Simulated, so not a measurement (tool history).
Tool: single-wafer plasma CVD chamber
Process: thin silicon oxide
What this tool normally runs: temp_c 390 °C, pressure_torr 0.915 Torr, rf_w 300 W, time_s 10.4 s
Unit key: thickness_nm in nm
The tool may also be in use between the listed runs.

| run | hour | temp_c | pressure_torr | rf_w | time_s | wafers since the last listed run | hours since the last thermocouple change | hours since the last RF generator calibration | hours since the last manometer calibration | hours since the showerhead was replaced | hours since the gauge calibration | read-back reference wafer on the same gauge, thickness_nm | thickness_nm |
|---|---|---|---|---|---|---|---|---|---|---|---|---|---|
| 1 | 0.0 | 390 | 0.915 | 345 | 10.4 | 0 | 1429.3 | 1781.6 | 2102.3 | 5932.4 | 245.0 | 20.594 | 21.155 |
| 2 | 14.1 | 390 | 0.915 | 345 | 10.4 | 293 | 1443.4 | 1795.7 | 2116.4 | 5946.5 | 259.1 | 20.588 | 21.336 |
| 3 | 27.8 | 390 | 0.915 | 270 | 10.4 | 285 | 1457.1 | 1809.4 | 2130.1 | 5960.2 | 272.8 | 20.628 | 19.466 |
| 4 | 41.0 | 397 | 0.915 | 300 | 10.4 | 275 | 1470.3 | 1822.6 | 2143.3 | 5973.4 | 286.0 | 20.627 | 20.344 |
| 5 | 73.2 | 397 | 0.915 | 300 | 10.4 | 671 | 1502.5 | 1854.8 | 2175.5 | 6005.6 | 318.2 | 20.659 | 20.370 |
| 6 | 85.6 | 397 | 0.915 | 300 | 10.4 | 258 | 1514.9 | 1867.2 | 2187.9 | 6018.0 | 330.6 | 20.649 | 20.306 |
| 7 | 105.1 | 390 | 0.915 | 300 | 10.9 | 406 | 1534.4 | 1886.7 | 2207.4 | 6037.5 | 350.1 | 20.641 | 21.598 |
| 8 | 124.4 | 390 | 0.915 | 300 | 10.9 | 402 | 1553.7 | 1906.0 | 2226.7 | 6056.8 | 369.4 | 20.627 | 21.316 |
|  | 170.9 | showerhead replaced |
| 9 | 175.4 | 390 | 0.915 | 300 | 10.9 | 896 | 1604.7 | 1957.0 | 2277.7 | 4.5 | 420.4 | 20.691 | 21.404 |
| 10 | 202.7 | 390 | 0.915 | 300 | 10.4 | 568 | 1632.0 | 1984.3 | 2305.0 | 31.8 | 447.7 | 20.699 | 20.506 |
| 11 | 215.2 | 390 | 0.915 | 300 | 10.4 | 260 | 1644.5 | 1996.8 | 2317.5 | 44.3 | 460.2 | 20.685 | 20.380 |
| 12 | 234.6 | 390 | 0.915 | 355 | 10.4 | 404 | 1663.9 | 2016.2 | 2336.9 | 63.7 | 479.6 | 20.695 | 21.577 |
| 13 | 256.1 | 403 | 0.915 | 345 | 10.4 | 448 | 1685.4 | 2037.7 | 2358.4 | 85.2 | 501.1 | 20.683 | 21.227 |

Run 14 is up next; what results do you expect?
|  | 263.5 | gauge calibrated |
| 14 | 287.2 | 390 | 0.915 | 300 | 10.4 | 648 | 1716.5 | 2068.8 | 2389.5 | 116.3 | 23.7 | ? | ? |

{"run 14": {"read-back reference wafer on the same gauge, thickness_nm": 20.246, "thickness_nm": 19.988}}
Take away the tool's hidden state, keep the run-to-run variation as it was, and the same run would have given thickness_nm 19.935 nm.

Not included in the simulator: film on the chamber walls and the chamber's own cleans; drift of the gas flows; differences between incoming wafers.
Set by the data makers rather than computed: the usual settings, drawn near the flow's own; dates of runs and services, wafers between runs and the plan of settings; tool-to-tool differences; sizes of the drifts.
